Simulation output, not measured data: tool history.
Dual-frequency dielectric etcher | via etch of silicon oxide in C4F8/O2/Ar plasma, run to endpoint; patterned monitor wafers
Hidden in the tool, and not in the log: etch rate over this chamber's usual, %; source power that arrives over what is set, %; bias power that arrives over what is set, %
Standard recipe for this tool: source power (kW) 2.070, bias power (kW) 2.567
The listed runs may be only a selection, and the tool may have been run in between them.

| run | day | source power (kW) | bias power (kW) | wafers since the last listed run | hours since the last wet clean | hours since the last source power generator calibration | hours since the last bias power generator calibration | hours since the last upper electrode change | incoming incoming film thickness, nm | endpoint time (s) |
|---|---|---|---|---|---|---|---|---|---|---|
| 1 | 0.000 | 2.070 | 2.943 | 0 | 207.8 | 3787.3 | 4102.7 | 3362.0 | 1492.3 | 259.5 |
| 2 | 1.529 | 2.070 | 2.943 | 315 | 244.5 | 3824.0 | 4139.4 | 3398.7 | 1496.9 | 256.1 |
| 3 | 4.517 | 2.070 | 2.943 | 616 | 316.2 | 3895.7 | 4211.1 | 3470.4 | 1479.3 | 253.1 |
|  | 8.738 | wet clean of the chamber |
|  | 16.733 | upper electrode replaced |
| 4 | 16.754 | 2.070 | 2.567 | 2111 | 192.4 | 4189.4 | 4504.8 | 0.5 | 1489.2 | 262.5 |
|  | 18.812 | source power generator calibrated |
| 5 | 20.067 | 2.070 | 2.811 | 648 | 271.9 | 30.1 | 4584.3 | 80.0 | 1487.7 | 255.9 |
| 6 | 23.088 | 2.070 | 2.567 | 622 | 344.4 | 102.6 | 4656.8 | 152.5 | 1493.6 | 262.8 |
| 7 | 25.421 | 2.070 | 2.567 | 481 | 400.4 | 158.6 | 4712.8 | 208.5 | 1485.4 | 261.8 |
|  | 27.842 | wet clean of the chamber |
| 8 | 28.221 | 2.070 | 2.943 | 371 | 9.1 | 225.8 | 4780.0 | 275.7 | 1466.5 | 250.6 |
| 9 | 31.117 | 1.610 | 2.254 | 597 | 78.6 | 295.3 | 4849.5 | 345.2 | 1481.9 | 296.4 |
| 10 | 34.546 | 2.070 | 2.567 | 707 | 160.9 | 377.6 | 4931.8 | 427.5 | 1492.5 | 262.8 |
| 11 | 36.475 | 2.070 | 2.567 | 397 | 207.2 | 423.9 | 4978.1 | 473.8 | 1493.5 | 264.3 |
|  | 40.496 | bias power generator calibrated |
| 12 | 40.771 | 2.070 | 2.296 | 851 | 310.3 | 527.0 | 6.6 | 576.9 | 1473.6 | 265.5 |
|  | 42.696 | wet clean of the chamber |
| 13 | 44.929 | 1.680 | 2.322 | 651 | 53.6 | 626.8 | 106.4 | 676.7 | 1498.0 | 292.7 |
| 14 | 48.050 | 2.210 | 2.110 | 643 | 128.5 | 701.7 | 181.3 | 751.6 | 1475.8 | 263.0 |
| 15 | 52.133 | 1.630 | 3.001 | 841 | 226.5 | 799.7 | 279.3 | 849.6 | 1477.0 | 276.9 |

How the hidden state differs across the entries between the runs, from the last listed run before each to the first after it:
After run 3, before run 4: wet clean of the chamber (day 8.738); upper electrode replaced (day 16.733)
  nothing in the hidden state changes from one run to the other
After run 4, before run 5: source power generator calibrated (day 18.812)
  nothing in the hidden state changes from one run to the other
After run 7, before run 8: wet clean of the chamber (day 27.842)
  nothing in the hidden state changes from one run to the other
After run 11, before run 12: bias power generator calibrated (day 40.496)
  nothing in the hidden state changes from one run to the other
After run 12, before run 13: wet clean of the chamber (day 42.696)
  nothing in the hidden state changes from one run to the other
